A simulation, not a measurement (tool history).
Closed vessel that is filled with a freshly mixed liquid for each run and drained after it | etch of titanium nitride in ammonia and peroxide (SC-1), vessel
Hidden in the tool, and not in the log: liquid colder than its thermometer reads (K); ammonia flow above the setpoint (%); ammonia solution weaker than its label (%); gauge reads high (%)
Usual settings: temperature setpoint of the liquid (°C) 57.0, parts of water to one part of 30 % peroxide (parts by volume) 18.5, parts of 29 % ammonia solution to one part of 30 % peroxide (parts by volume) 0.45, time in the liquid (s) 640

run,hour,temperature setpoint of the liquid (°C),parts of water to one part of 30 % peroxide (parts by volume),parts of 29 % ammonia solution to one part of 30 % peroxide (parts by volume),time in the liquid (s),wafers since the last listed run,hours since the thermometer was replaced,hours since the ammonia flow meter was replaced,hours since the drum of ammonia solution was connected,hours since the gauge calibration,"read-back film thickness of the titanium nitride reference wafer, read on the same gauge (nm)",thickness taken off the titanium nitride on a monitor wafer (Å)
1,0.0,57.0,18.5,0.45,735,0,1245.0,2096.1,454.1,72.0,69.98,626.5
2,65.8,57.0,18.5,0.45,735,4016,1310.8,2161.9,519.9,137.8,69.98,620.4
3,129.1,57.0,18.5,0.45,640,3863,1374.1,2225.2,583.2,201.1,70.00,540.5
4,153.1,57.0,18.5,0.45,640,1464,1398.1,2249.2,607.2,225.1,69.99,538.0
5,188.2,57.0,18.5,0.45,640,2142,1433.2,2284.3,642.3,260.2,70.03,538.4
6,235.0,57.0,18.5,0.45,640,2856,1480.0,2331.1,689.1,307.0,69.98,545.9
7,265.7,57.0,21.5,0.45,640,1873,1510.7,2361.8,719.8,337.7,70.01,492.6
8,327.9,52.5,24.5,0.40,640,3796,1572.9,2424.0,782.0,399.9,70.05,332.4
# hour 341.6: ammonia flow meter replaced
9,370.5,57.0,18.5,0.45,640,2539,1615.5,28.9,824.6,442.5,70.01,531.0
10,405.4,57.0,15.0,0.50,640,2130,1650.4,63.8,859.5,477.4,69.98,606.7
# hour 420.8: new drum of ammonia solution connected
11,433.5,63.5,14.0,0.45,640,1654,1678.5,91.9,12.7,505.5,69.96,942.5
12,648.8,57.0,12.5,0.45,640,13141,1893.8,307.2,228.0,720.8,70.00,654.4
# hour 676.0: thermometer replaced
13,677.3,64.5,18.5,0.45,760,1678,1.3,335.7,256.5,749.3,70.00,1114.5
14,738.5,57.0,18.5,0.65,640,3735,62.5,396.9,317.7,810.5,70.04,610.2
15,800.8,57.0,13.0,0.45,640,3802,124.8,459.2,380.0,872.8,70.05,696.5
16,833.0,51.0,15.0,0.55,740,1965,157.0,491.4,412.2,905.0,70.01,512.0
17,895.1,53.0,18.5,0.45,640,3790,219.1,553.5,474.3,967.1,69.97,432.5
18,928.0,57.0,21.0,0.65,640,2008,252.0,586.4,507.2,1000.0,70.01,568.4
19,961.5,57.0,18.5,0.45,640,2044,285.5,619.9,540.7,1033.5,70.02,565.3
20,1027.1,47.5,13.0,0.45,520,4004,351.1,685.5,606.3,1099.1,69.99,289.4
21,1086.4,57.0,18.5,0.45,640,3619,410.4,744.8,665.6,1158.4,70.00,566.9

The next listed run, before its measurement:
22,1117.1,57.0,18.5,0.30,640,1873,441.1,775.5,696.3,1189.1,?,?

{"run 22": {"read-back film thickness of the titanium nitride reference wafer, read on the same gauge (nm)": 69.98, "thickness taken off the titanium nitride on a monitor wafer (Å)": 519.9}}
Without the tool's hidden state the same run would have given thickness taken off the titanium nitride on a monitor wafer (Å) 537.2.

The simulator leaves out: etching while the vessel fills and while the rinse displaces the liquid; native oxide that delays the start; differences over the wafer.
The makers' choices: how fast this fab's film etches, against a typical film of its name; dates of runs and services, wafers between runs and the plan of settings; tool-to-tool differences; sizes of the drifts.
